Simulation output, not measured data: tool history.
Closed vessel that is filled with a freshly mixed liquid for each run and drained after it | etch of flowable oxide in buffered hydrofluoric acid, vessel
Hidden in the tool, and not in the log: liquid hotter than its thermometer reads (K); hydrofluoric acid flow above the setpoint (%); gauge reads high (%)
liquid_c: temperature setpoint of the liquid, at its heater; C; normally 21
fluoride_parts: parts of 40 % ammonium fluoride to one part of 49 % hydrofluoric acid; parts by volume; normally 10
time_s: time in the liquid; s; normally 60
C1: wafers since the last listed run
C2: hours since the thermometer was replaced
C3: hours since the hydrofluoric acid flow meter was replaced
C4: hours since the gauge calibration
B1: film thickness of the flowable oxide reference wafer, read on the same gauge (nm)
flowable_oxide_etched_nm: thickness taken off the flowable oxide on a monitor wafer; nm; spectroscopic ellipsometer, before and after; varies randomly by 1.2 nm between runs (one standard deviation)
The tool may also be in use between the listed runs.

run 1 hour=0 | liquid_c=21 fluoride_parts=12.5 time_s=70 | C1=0 C2=1950 C3=281 C4=339.9 | B1=90.02 | flowable_oxide_etched_nm=147.91
run 2 hour=33.9 | liquid_c=21 fluoride_parts=12 time_s=45 | C1=2184 C2=1983.9 C3=314.9 C4=373.8 | B1=89.98 | flowable_oxide_etched_nm=97.84
run 3 hour=65.4 | liquid_c=21 fluoride_parts=12 time_s=45 | C1=2030 C2=2015.4 C3=346.4 C4=405.3 | B1=89.98 | flowable_oxide_etched_nm=99.72
run 4 hour=94 | liquid_c=21 fluoride_parts=10 time_s=60 | C1=1843 C2=2044 C3=375 C4=433.9 | B1=90 | flowable_oxide_etched_nm=158.29
-- hour=115.2 hydrofluoric acid flow meter replaced
run 5 hour=141.4 | liquid_c=21 fluoride_parts=10 time_s=60 | C1=2990 C2=2091.4 C3=26.2 C4=481.3 | B1=89.97 | flowable_oxide_etched_nm=158.46
run 6 hour=171.1 | liquid_c=21 fluoride_parts=10 time_s=60 | C1=1914 C2=2121.1 C3=55.9 C4=511 | B1=90.02 | flowable_oxide_etched_nm=159.15
run 7 hour=185.1 | liquid_c=21 fluoride_parts=10 time_s=60 | C1=902 C2=2135.1 C3=69.9 C4=525 | B1=90.03 | flowable_oxide_etched_nm=158
run 8 hour=218.6 | liquid_c=21 fluoride_parts=10 time_s=60 | C1=2159 C2=2168.6 C3=103.4 C4=558.5 | B1=89.98 | flowable_oxide_etched_nm=158.86
run 9 hour=241.7 | liquid_c=21 fluoride_parts=10 time_s=60 | C1=1488 C2=2191.7 C3=126.5 C4=581.6 | B1=89.98 | flowable_oxide_etched_nm=155.8
-- hour=263.5 gauge calibrated
run 10 hour=268.5 | liquid_c=21 fluoride_parts=10 time_s=60 | C1=1727 C2=2218.5 C3=153.3 C4=5 | B1=89.98 | flowable_oxide_etched_nm=158.62
run 11 hour=287.1 | liquid_c=24.5 fluoride_parts=10 time_s=60 | C1=1198 C2=2237.1 C3=171.9 C4=23.6 | B1=90.05 | flowable_oxide_etched_nm=190.99
run 12 hour=321.8 | liquid_c=21 fluoride_parts=10 time_s=60 | C1=2236 C2=2271.8 C3=206.6 C4=58.3 | B1=90.02 | flowable_oxide_etched_nm=159.86
run 13 hour=342.4 | liquid_c=21 fluoride_parts=10 time_s=60 | C1=1327 C2=2292.4 C3=227.2 C4=78.9 | B1=89.97 | flowable_oxide_etched_nm=156.81
run 14 hour=357.6 | liquid_c=21 fluoride_parts=10 time_s=60 | C1=979 C2=2307.6 C3=242.4 C4=94.1 | B1=90.02 | flowable_oxide_etched_nm=156.52
run 15 hour=390.7 | liquid_c=25 fluoride_parts=10 time_s=60 | C1=2133 C2=2340.7 C3=275.5 C4=127.2 | B1=89.99 | flowable_oxide_etched_nm=196.38
run 16 hour=406.6 | liquid_c=25 fluoride_parts=10 time_s=60 | C1=1024 C2=2356.6 C3=291.4 C4=143.1 | B1=89.98 | flowable_oxide_etched_nm=197.52
run 17 hour=418.7 | liquid_c=17 fluoride_parts=7.5 time_s=60 | C1=779 C2=2368.7 C3=303.5 C4=155.2 | B1=89.98 | flowable_oxide_etched_nm=164.98
run 18 hour=445.1 | liquid_c=21 fluoride_parts=12 time_s=45 | C1=1701 C2=2395.1 C3=329.9 C4=181.6 | B1=90 | flowable_oxide_etched_nm=99.25
run 19 hour=471.3 | liquid_c=24 fluoride_parts=10 time_s=60 | C1=1688 C2=2421.3 C3=356.1 C4=207.8 | B1=90.01 | flowable_oxide_etched_nm=186.94
-- hour=473.7 thermometer replaced
run 20 hour=486 | liquid_c=21 fluoride_parts=7 time_s=60 | C1=882 C2=12.3 C3=370.8 C4=222.5 | B1=90 | flowable_oxide_etched_nm=218.87
run 21 hour=512.1 | liquid_c=21 fluoride_parts=10 time_s=60 | C1=1682 C2=38.4 C3=396.9 C4=248.6 | B1=90.03 | flowable_oxide_etched_nm=158.68
-- hour=514 hydrofluoric acid flow meter replaced
run 22 hour=529.2 | liquid_c=21 fluoride_parts=10 time_s=60 | C1=1037 C2=55.5 C3=15.2 C4=265.7 | B1=89.97 | flowable_oxide_etched_nm=157.5
run 23 hour=564.9 | liquid_c=21 fluoride_parts=10 time_s=60 | C1=2300 C2=91.2 C3=50.9 C4=301.4 | B1=89.97 | flowable_oxide_etched_nm=157.47
run 24 hour=594 | liquid_c=21 fluoride_parts=10 time_s=60 | C1=1875 C2=120.3 C3=80 C4=330.5 | B1=90 | flowable_oxide_etched_nm=157.5
run 25 hour=619.1 | liquid_c=17 fluoride_parts=10 time_s=60 | C1=1617 C2=145.4 C3=105.1 C4=355.6 | B1=89.98 | flowable_oxide_etched_nm=123.58
run 26 hour=631.7 | liquid_c=19.5 fluoride_parts=8.5 time_s=35 | C1=812 C2=158 C3=117.7 C4=368.2 | B1=90.03 | flowable_oxide_etched_nm=95.86
run 27 hour=650.8 | liquid_c=18.5 fluoride_parts=10 time_s=80 | C1=1231 C2=177.1 C3=136.8 C4=387.3 | B1=90 | flowable_oxide_etched_nm=183.35
run 28 hour=664.7 | liquid_c=21 fluoride_parts=10 time_s=60 | C1=895 C2=191 C3=150.7 C4=401.2 | B1=90.01 | flowable_oxide_etched_nm=157.69
run 29 hour=698 | liquid_c=22.5 fluoride_parts=8 time_s=60 | C1=2146 C2=224.3 C3=184 C4=434.5 | B1=89.99 | flowable_oxide_etched_nm=207.77
run 30 hour=715.8 | liquid_c=19.5 fluoride_parts=10 time_s=35 | C1=1147 C2=242.1 C3=201.8 C4=452.3 | B1=89.96 | flowable_oxide_etched_nm=83.74
run 31 hour=738.7 | liquid_c=17 fluoride_parts=13 time_s=40 | C1=1475 C2=265 C3=224.7 C4=475.2 | B1=90 | flowable_oxide_etched_nm=65.6

The next listed run, before its measurement:
run 32 hour=768.8 | liquid_c=21 fluoride_parts=12.5 time_s=60 | C1=1940 C2=295.1 C3=254.8 C4=505.3 | B1=? | flowable_oxide_etched_nm=?

B1: 89.99
flowable_oxide_etched_nm: 127.28 nm
Were there no unlogged condition in the tool, this run, its random variation unchanged, would have produced flowable_oxide_etched_nm 127.28 nm.

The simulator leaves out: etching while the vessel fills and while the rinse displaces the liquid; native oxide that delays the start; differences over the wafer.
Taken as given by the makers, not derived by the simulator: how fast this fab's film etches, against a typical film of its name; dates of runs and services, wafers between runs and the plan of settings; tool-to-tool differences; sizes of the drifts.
